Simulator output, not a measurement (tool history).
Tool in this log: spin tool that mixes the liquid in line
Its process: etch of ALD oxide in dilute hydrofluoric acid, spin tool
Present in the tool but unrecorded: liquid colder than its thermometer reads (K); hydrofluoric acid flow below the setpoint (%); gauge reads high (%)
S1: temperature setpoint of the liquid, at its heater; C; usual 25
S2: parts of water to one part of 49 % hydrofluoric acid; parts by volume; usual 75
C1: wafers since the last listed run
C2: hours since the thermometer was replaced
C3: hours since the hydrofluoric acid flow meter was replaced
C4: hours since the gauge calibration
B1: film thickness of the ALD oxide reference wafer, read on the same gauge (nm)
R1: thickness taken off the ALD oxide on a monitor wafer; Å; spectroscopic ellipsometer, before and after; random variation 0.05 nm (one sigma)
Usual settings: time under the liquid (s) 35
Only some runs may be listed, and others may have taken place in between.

{"run": 1, "hour": 0.0, "S1": 25, "S2": 75, "time under the liquid (s)": 35, "C1": 0, "C2": 1904.3, "C3": 0.6, "C4": 1517.6, "B1": 39.97, "R1": 92.3}
{"hour": 76.8, "done": "thermometer replaced"}
{"run": 2, "hour": 94.6, "S1": 25, "S2": 75, "time under the liquid (s)": 35, "C1": 1573, "C2": 17.8, "C3": 95.2, "C4": 1612.2, "B1": 39.99, "R1": 92.8}
{"run": 3, "hour": 192.6, "S1": 25, "S2": 75, "time under the liquid (s)": 35, "C1": 1647, "C2": 115.8, "C3": 193.2, "C4": 1710.2, "B1": 40.01, "R1": 92}
{"run": 4, "hour": 298.3, "S1": 24, "S2": 75, "time under the liquid (s)": 35, "C1": 1776, "C2": 221.5, "C3": 298.9, "C4": 1815.9, "B1": 40.04, "R1": 89.9}
{"run": 5, "hour": 377.7, "S1": 25, "S2": 75, "time under the liquid (s)": 25, "C1": 1334, "C2": 300.9, "C3": 378.3, "C4": 1895.3, "B1": 39.98, "R1": 66}
{"run": 6, "hour": 692.2, "S1": 25, "S2": 75, "time under the liquid (s)": 25, "C1": 5286, "C2": 615.4, "C3": 692.8, "C4": 2209.8, "B1": 39.99, "R1": 66.7}
{"run": 7, "hour": 774.8, "S1": 25, "S2": 75, "time under the liquid (s)": 25, "C1": 1388, "C2": 698, "C3": 775.4, "C4": 2292.4, "B1": 39.97, "R1": 66.3}
{"run": 8, "hour": 867.7, "S1": 25, "S2": 75, "time under the liquid (s)": 35, "C1": 1561, "C2": 790.9, "C3": 868.3, "C4": 2385.3, "B1": 39.98, "R1": 92.9}
{"hour": 1173.8, "done": "gauge calibrated"}
{"run": 9, "hour": 1178.0, "S1": 25, "S2": 75, "time under the liquid (s)": 35, "C1": 5215, "C2": 1101.2, "C3": 1178.6, "C4": 4.2, "B1": 40.05, "R1": 93.4}
{"run": 10, "hour": 1265.8, "S1": 25, "S2": 75, "time under the liquid (s)": 35, "C1": 1475, "C2": 1189, "C3": 1266.4, "C4": 92, "B1": 40, "R1": 93.5}
{"run": 11, "hour": 1519.9, "S1": 25, "S2": 75, "time under the liquid (s)": 35, "C1": 4270, "C2": 1443.1, "C3": 1520.5, "C4": 346.1, "B1": 39.97, "R1": 93.3}
{"run": 12, "hour": 1605.8, "S1": 25, "S2": 75, "time under the liquid (s)": 35, "C1": 1443, "C2": 1529, "C3": 1606.4, "C4": 432, "B1": 40.01, "R1": 93.6}
{"run": 13, "hour": 1689.9, "S1": 25, "S2": 60, "time under the liquid (s)": 35, "C1": 1413, "C2": 1613.1, "C3": 1690.5, "C4": 516.1, "B1": 40.04, "R1": 118.9}
{"run": 14, "hour": 1750.4, "S1": 25, "S2": 60, "time under the liquid (s)": 35, "C1": 1016, "C2": 1673.6, "C3": 1751, "C4": 576.6, "B1": 40.01, "R1": 118.2}
{"hour": 1785.7, "done": "thermometer replaced"}
{"run": 15, "hour": 1874.7, "S1": 25, "S2": 60, "time under the liquid (s)": 35, "C1": 2072, "C2": 89, "C3": 1875.3, "C4": 700.9, "B1": 40.02, "R1": 118.9}
{"hour": 1943.3, "done": "hydrofluoric acid flow meter replaced"}
{"run": 16, "hour": 1973.5, "S1": 25, "S2": 75, "time under the liquid (s)": 35, "C1": 1643, "C2": 187.8, "C3": 30.2, "C4": 799.7, "B1": 39.98, "R1": 93.6}
{"run": 17, "hour": 2035.8, "S1": 22.5, "S2": 110, "time under the liquid (s)": 35, "C1": 1047, "C2": 250.1, "C3": 92.5, "C4": 862, "B1": 40.02, "R1": 55.1}
{"run": 18, "hour": 2072.9, "S1": 22, "S2": 60, "time under the liquid (s)": 50, "C1": 623, "C2": 287.2, "C3": 129.6, "C4": 899.1, "B1": 40, "R1": 150.8}
{"run": 19, "hour": 2126.1, "S1": 23.5, "S2": 75, "time under the liquid (s)": 25, "C1": 894, "C2": 340.4, "C3": 182.8, "C4": 952.3, "B1": 40.01, "R1": 62.1}
{"run": 20, "hour": 2230.1, "S1": 25, "S2": 105, "time under the liquid (s)": 35, "C1": 1748, "C2": 444.4, "C3": 286.8, "C4": 1056.3, "B1": 39.98, "R1": 64.2}
{"run": 21, "hour": 2295.8, "S1": 29, "S2": 90, "time under the liquid (s)": 15, "C1": 1104, "C2": 510.1, "C3": 352.5, "C4": 1122, "B1": 40, "R1": 38}
{"run": 22, "hour": 2393.2, "S1": 20.5, "S2": 95, "time under the liquid (s)": 35, "C1": 1637, "C2": 607.5, "C3": 449.9, "C4": 1219.4, "B1": 40.02, "R1": 59.7}
{"run": 23, "hour": 2459.8, "S1": 25, "S2": 110, "time under the liquid (s)": 35, "C1": 1119, "C2": 674.1, "C3": 516.5, "C4": 1286, "B1": 40.04, "R1": 60.7}
{"run": 24, "hour": 2558.3, "S1": 20.5, "S2": 85, "time under the liquid (s)": 50, "C1": 1655, "C2": 772.6, "C3": 615, "C4": 1384.5, "B1": 39.99, "R1": 97.2}
{"run": 25, "hour": 2677.6, "S1": 20, "S2": 75, "time under the liquid (s)": 30, "C1": 2005, "C2": 891.9, "C3": 734.3, "C4": 1503.8, "B1": 39.96, "R1": 65.8}
{"run": 26, "hour": 2785.1, "S1": 25, "S2": 75, "time under the liquid (s)": 35, "C1": 1806, "C2": 999.4, "C3": 841.8, "C4": 1611.3, "B1": 40.01, "R1": 92.6}
{"run": 27, "hour": 2873.4, "S1": 25, "S2": 75, "time under the liquid (s)": 20, "C1": 1484, "C2": 1087.7, "C3": 930.1, "C4": 1699.6, "B1": 40, "R1": 53}
{"run": 28, "hour": 2923.2, "S1": 25, "S2": 75, "time under the liquid (s)": 35, "C1": 837, "C2": 1137.5, "C3": 979.9, "C4": 1749.4, "B1": 40.06, "R1": 94.4}
{"run": 29, "hour": 3011.7, "S1": 22, "S2": 55, "time under the liquid (s)": 45, "C1": 1487, "C2": 1226, "C3": 1068.4, "C4": 1837.9, "B1": 39.99, "R1": 148.7}
{"run": 30, "hour": 3090.7, "S1": 25, "S2": 75, "time under the liquid (s)": 35, "C1": 1327, "C2": 1305, "C3": 1147.4, "C4": 1916.9, "B1": 40, "R1": 92.4}
{"run": 31, "hour": 3172.3, "S1": 22.5, "S2": 75, "time under the liquid (s)": 35, "C1": 1371, "C2": 1386.6, "C3": 1229, "C4": 1998.5, "B1": 39.98, "R1": 83.4}
{"run": 32, "hour": 3279.1, "S1": 25, "S2": 75, "time under the liquid (s)": 35, "C1": 1795, "C2": 1493.4, "C3": 1335.8, "C4": 2105.3, "B1": 40.02, "R1": 92.8}
{"run": 33, "hour": 3351.4, "S1": 25, "S2": 110, "time under the liquid (s)": 35, "C1": 1215, "C2": 1565.7, "C3": 1408.1, "C4": 2177.6, "B1": 39.98, "R1": 60.6}

What was the tool's hidden state at every run in the log?
liquid colder than its thermometer reads (K): 0 across all the runs
hydrofluoric acid flow below the setpoint (%): 0 across all the runs
gauge reads high (%): 0 across all the runs
